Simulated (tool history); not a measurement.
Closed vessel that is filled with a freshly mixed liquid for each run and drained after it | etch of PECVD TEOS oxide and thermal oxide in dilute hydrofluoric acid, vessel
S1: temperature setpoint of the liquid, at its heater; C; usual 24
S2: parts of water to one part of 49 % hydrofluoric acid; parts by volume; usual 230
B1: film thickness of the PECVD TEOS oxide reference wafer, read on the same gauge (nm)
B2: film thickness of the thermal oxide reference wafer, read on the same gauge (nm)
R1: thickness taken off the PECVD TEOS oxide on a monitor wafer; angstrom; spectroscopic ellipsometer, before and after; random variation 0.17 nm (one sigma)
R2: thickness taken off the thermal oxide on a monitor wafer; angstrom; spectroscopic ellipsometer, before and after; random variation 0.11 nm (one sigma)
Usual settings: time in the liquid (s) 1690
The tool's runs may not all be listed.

run 1 hour=0 | S1=24 S2=230 time_in_the_liquid_(s)=1690 | B1=79.98 B2=139.98 | R1=504.1 R2=287.1
run 2 hour=51.1 | S1=24 S2=230 time_in_the_liquid_(s)=1690 | B1=80.02 B2=139.99 | R1=502.9 R2=287.8
run 3 hour=153.1 | S1=24 S2=230 time_in_the_liquid_(s)=1690 | B1=79.99 B2=140 | R1=504.3 R2=287.3
run 4 hour=226.5 | S1=24 S2=230 time_in_the_liquid_(s)=1690 | B1=79.98 B2=139.99 | R1=504.5 R2=287.5
run 5 hour=292.2 | S1=24 S2=230 time_in_the_liquid_(s)=1690 | B1=80.01 B2=139.97 | R1=503.2 R2=284.3
run 6 hour=359.1 | S1=24 S2=230 time_in_the_liquid_(s)=2440 | B1=80.02 B2=139.98 | R1=729.2 R2=413.5
-- hour=432.8 thermometer replaced
run 7 hour=448.3 | S1=24 S2=230 time_in_the_liquid_(s)=2440 | B1=80 B2=140 | R1=730 R2=415.2
run 8 hour=504.2 | S1=24 S2=230 time_in_the_liquid_(s)=1275 | B1=80 B2=140.01 | R1=379.6 R2=216
run 9 hour=558.8 | S1=24 S2=230 time_in_the_liquid_(s)=1690 | B1=79.99 B2=139.98 | R1=500.3 R2=285.4
run 10 hour=605.9 | S1=24 S2=230 time_in_the_liquid_(s)=1690 | B1=79.99 B2=139.99 | R1=503 R2=286.5
run 11 hour=644.4 | S1=24 S2=295 time_in_the_liquid_(s)=1690 | B1=80 B2=139.99 | R1=367.5 R2=210.2
run 12 hour=731.1 | S1=24 S2=230 time_in_the_liquid_(s)=1690 | B1=79.99 B2=139.99 | R1=504.5 R2=286.4
run 13 hour=819.6 | S1=24 S2=130 time_in_the_liquid_(s)=1260 | B1=80.01 B2=139.98 | R1=743.1 R2=422.8
run 14 hour=865.2 | S1=26 S2=285 time_in_the_liquid_(s)=1250 | B1=79.97 B2=140 | R1=305.2 R2=173.7
-- hour=1074.7 gauge calibrated
run 15 hour=1125.7 | S1=26.5 S2=230 time_in_the_liquid_(s)=2385 | B1=80.02 B2=139.99 | R1=775.8 R2=442.1
run 16 hour=1187.6 | S1=24 S2=230 time_in_the_liquid_(s)=1690 | B1=79.99 B2=140.01 | R1=501.2 R2=284.7
run 17 hour=1274.1 | S1=27.5 S2=230 time_in_the_liquid_(s)=1690 | B1=80.02 B2=139.98 | R1=570.8 R2=323.3
-- hour=1322.6 hydrofluoric acid flow meter replaced
run 18 hour=1368.2 | S1=26 S2=280 time_in_the_liquid_(s)=1690 | B1=80 B2=139.99 | R1=420.2 R2=239
run 19 hour=1471.6 | S1=24 S2=230 time_in_the_liquid_(s)=1690 | B1=80.02 B2=140 | R1=505.1 R2=286.9
run 20 hour=1657.5 | S1=29 S2=230 time_in_the_liquid_(s)=1430 | B1=79.98 B2=139.98 | R1=506.4 R2=291.4
run 21 hour=1755.5 | S1=24 S2=230 time_in_the_liquid_(s)=1690 | B1=80.02 B2=140 | R1=503.1 R2=284.3
run 22 hour=1860.7 | S1=24 S2=150 time_in_the_liquid_(s)=1690 | B1=79.99 B2=140.02 | R1=837.7 R2=481.4

Run 23 comes next. What will it give?
run 23 hour=1967.4 | S1=20 S2=185 time_in_the_liquid_(s)=1690 | B1=? B2=? | R1=? R2=?

Run 23 gave B1 80.01, B2 140.01, R1 563 angstrom, R2 322.4 angstrom.
Without the tool's hidden state the same run would have given R1 563 angstrom, R2 322.4 angstrom.
